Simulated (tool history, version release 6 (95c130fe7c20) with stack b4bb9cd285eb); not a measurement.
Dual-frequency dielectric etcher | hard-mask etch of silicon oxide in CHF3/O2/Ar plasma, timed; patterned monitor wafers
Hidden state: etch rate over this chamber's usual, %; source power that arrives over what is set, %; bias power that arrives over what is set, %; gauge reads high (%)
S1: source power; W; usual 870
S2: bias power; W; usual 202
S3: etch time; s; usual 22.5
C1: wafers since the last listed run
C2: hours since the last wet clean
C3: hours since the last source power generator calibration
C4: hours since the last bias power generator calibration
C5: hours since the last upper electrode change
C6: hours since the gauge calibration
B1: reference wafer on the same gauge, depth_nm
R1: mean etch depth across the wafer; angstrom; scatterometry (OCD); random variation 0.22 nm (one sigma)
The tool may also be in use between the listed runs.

{"run": 1, "hour": 0.0, "S1": 700, "S2": 202, "S3": 19.0, "C1": 0, "C2": 43.0, "C3": 2867.7, "C4": 3280.3, "C5": 2309.1, "C6": 454.2, "B1": 56.9, "R1": 385}
{"run": 2, "hour": 26.4, "S1": 700, "S2": 202, "S3": 19.0, "C1": 415, "C2": 69.4, "C3": 2894.1, "C4": 3306.7, "C5": 2335.5, "C6": 480.6, "B1": 57.0, "R1": 383}
{"run": 3, "hour": 57.0, "S1": 730, "S2": 166, "S3": 22.5, "C1": 482, "C2": 100.0, "C3": 2924.7, "C4": 3337.3, "C5": 2366.1, "C6": 511.2, "B1": 57.0, "R1": 431}
{"hour": 66.8, "done": "gauge calibrated"}
{"run": 4, "hour": 76.7, "S1": 730, "S2": 166, "S3": 22.5, "C1": 310, "C2": 119.7, "C3": 2944.4, "C4": 3357.0, "C5": 2385.8, "C6": 9.9, "B1": 56.9, "R1": 435}
{"run": 5, "hour": 103.6, "S1": 730, "S2": 166, "S3": 22.5, "C1": 423, "C2": 146.6, "C3": 2971.3, "C4": 3383.9, "C5": 2412.7, "C6": 36.8, "B1": 56.9, "R1": 436}
{"run": 6, "hour": 136.9, "S1": 870, "S2": 202, "S3": 22.5, "C1": 524, "C2": 179.9, "C3": 3004.6, "C4": 3417.2, "C5": 2446.0, "C6": 70.1, "B1": 56.9, "R1": 520}
{"run": 7, "hour": 163.2, "S1": 870, "S2": 202, "S3": 22.5, "C1": 414, "C2": 206.2, "C3": 3030.9, "C4": 3443.5, "C5": 2472.3, "C6": 96.4, "B1": 56.9, "R1": 517}
{"run": 8, "hour": 191.4, "S1": 870, "S2": 202, "S3": 22.5, "C1": 444, "C2": 234.4, "C3": 3059.1, "C4": 3471.7, "C5": 2500.5, "C6": 124.6, "B1": 56.9, "R1": 520}
{"run": 9, "hour": 226.0, "S1": 870, "S2": 202, "S3": 22.5, "C1": 545, "C2": 269.0, "C3": 3093.7, "C4": 3506.3, "C5": 2535.1, "C6": 159.2, "B1": 56.9, "R1": 520}
{"run": 10, "hour": 240.0, "S1": 870, "S2": 169, "S3": 22.5, "C1": 220, "C2": 283.0, "C3": 3107.7, "C4": 3520.3, "C5": 2549.1, "C6": 173.2, "B1": 56.8, "R1": 480}
{"run": 11, "hour": 253.8, "S1": 870, "S2": 169, "S3": 22.5, "C1": 217, "C2": 296.8, "C3": 3121.5, "C4": 3534.1, "C5": 2562.9, "C6": 187.0, "B1": 57.0, "R1": 487}
{"run": 12, "hour": 270.4, "S1": 870, "S2": 202, "S3": 22.5, "C1": 261, "C2": 313.4, "C3": 3138.1, "C4": 3550.7, "C5": 2579.5, "C6": 203.6, "B1": 57.0, "R1": 523}
{"hour": 329.2, "done": "source power generator calibrated"}
{"hour": 339.8, "done": "upper electrode replaced"}
{"run": 13, "hour": 340.3, "S1": 870, "S2": 202, "S3": 22.5, "C1": 871, "C2": 383.3, "C3": 11.1, "C4": 3620.6, "C5": 0.5, "C6": 273.5, "B1": 56.8, "R1": 527}
{"run": 14, "hour": 351.4, "S1": 870, "S2": 202, "S3": 22.5, "C1": 174, "C2": 394.4, "C3": 22.2, "C4": 3631.7, "C5": 11.6, "C6": 284.6, "B1": 56.9, "R1": 529}
{"run": 15, "hour": 364.6, "S1": 870, "S2": 169, "S3": 22.5, "C1": 207, "C2": 407.6, "C3": 35.4, "C4": 3644.9, "C5": 24.8, "C6": 297.8, "B1": 56.8, "R1": 490}
{"run": 16, "hour": 378.4, "S1": 870, "S2": 202, "S3": 22.5, "C1": 217, "C2": 421.4, "C3": 49.2, "C4": 3658.7, "C5": 38.6, "C6": 311.6, "B1": 56.9, "R1": 522}
{"run": 17, "hour": 403.0, "S1": 930, "S2": 225, "S3": 17.5, "C1": 387, "C2": 446.0, "C3": 73.8, "C4": 3683.3, "C5": 63.2, "C6": 336.2, "B1": 56.9, "R1": 446}
{"hour": 445.1, "done": "wet clean of the chamber"}
{"run": 18, "hour": 473.7, "S1": 990, "S2": 183, "S3": 17.0, "C1": 735, "C2": 28.6, "C3": 144.5, "C4": 3754.0, "C5": 133.9, "C6": 406.9, "B1": 56.9, "R1": 397}
{"hour": 501.7, "done": "bias power generator calibrated"}
{"run": 19, "hour": 502.2, "S1": 870, "S2": 158, "S3": 22.5, "C1": 386, "C2": 57.1, "C3": 173.0, "C4": 0.5, "C5": 162.4, "C6": 435.4, "B1": 56.9, "R1": 463}
{"run": 20, "hour": 519.0, "S1": 870, "S2": 231, "S3": 20.0, "C1": 264, "C2": 73.9, "C3": 189.8, "C4": 17.3, "C5": 179.2, "C6": 452.2, "B1": 56.9, "R1": 481}
{"hour": 533.7, "done": "gauge calibrated"}
{"run": 21, "hour": 538.4, "S1": 1080, "S2": 224, "S3": 18.0, "C1": 305, "C2": 93.3, "C3": 209.2, "C4": 36.7, "C5": 198.6, "C6": 4.7, "B1": 56.9, "R1": 475}
{"run": 22, "hour": 563.5, "S1": 870, "S2": 202, "S3": 22.5, "C1": 395, "C2": 118.4, "C3": 234.3, "C4": 61.8, "C5": 223.7, "C6": 29.8, "B1": 57.0, "R1": 514}
{"run": 23, "hour": 585.4, "S1": 870, "S2": 221, "S3": 28.0, "C1": 345, "C2": 140.3, "C3": 256.2, "C4": 83.7, "C5": 245.6, "C6": 51.7, "B1": 56.9, "R1": 672}
{"run": 24, "hour": 604.0, "S1": 870, "S2": 219, "S3": 22.5, "C1": 293, "C2": 158.9, "C3": 274.8, "C4": 102.3, "C5": 264.2, "C6": 70.3, "B1": 56.9, "R1": 531}
{"run": 25, "hour": 624.3, "S1": 650, "S2": 231, "S3": 20.0, "C1": 319, "C2": 179.2, "C3": 295.1, "C4": 122.6, "C5": 284.5, "C6": 90.6, "B1": 56.8, "R1": 417}
{"run": 26, "hour": 639.6, "S1": 700, "S2": 202, "S3": 19.0, "C1": 241, "C2": 194.5, "C3": 310.4, "C4": 137.9, "C5": 299.8, "C6": 105.9, "B1": 56.9, "R1": 390}
{"run": 27, "hour": 665.6, "S1": 990, "S2": 217, "S3": 26.0, "C1": 409, "C2": 220.5, "C3": 336.4, "C4": 163.9, "C5": 325.8, "C6": 131.9, "B1": 57.0, "R1": 662}
{"run": 28, "hour": 691.6, "S1": 870, "S2": 202, "S3": 22.5, "C1": 409, "C2": 246.5, "C3": 362.4, "C4": 189.9, "C5": 351.8, "C6": 157.9, "B1": 56.9, "R1": 524}
{"run": 29, "hour": 710.9, "S1": 950, "S2": 227, "S3": 16.5, "C1": 304, "C2": 265.8, "C3": 381.7, "C4": 209.2, "C5": 371.1, "C6": 177.2, "B1": 56.9, "R1": 422}
{"run": 30, "hour": 728.3, "S1": 810, "S2": 188, "S3": 26.5, "C1": 274, "C2": 283.2, "C3": 399.1, "C4": 226.6, "C5": 388.5, "C6": 194.6, "B1": 56.8, "R1": 576}

Measured less the same run without the tool's hidden state. The same run-to-run variation is in both; the gauge's scatter may not be:
run=1 R1=+1
run=2 R1=+2
run=3 R1=+3
run=4 R1=+3
run=5 R1=+5
run=6 R1=+7
run=7 R1=+8
run=8 R1=+9
run=9 R1=+11
run=10 R1=+10
run=11 R1=+11
run=12 R1=+12
run=13 R1=+15
run=14 R1=+16
run=15 R1=+15
run=16 R1=+17
run=17 R1=+15
run=18 R1=+1
run=19 R1=+2
run=20 R1=+3
run=21 R1=+4
run=22 R1=+5
run=23 R1=+7
run=24 R1=+7
run=25 R1=+7
run=26 R1=+6
run=27 R1=+12
run=28 R1=+10
run=29 R1=+9
run=30 R1=+13
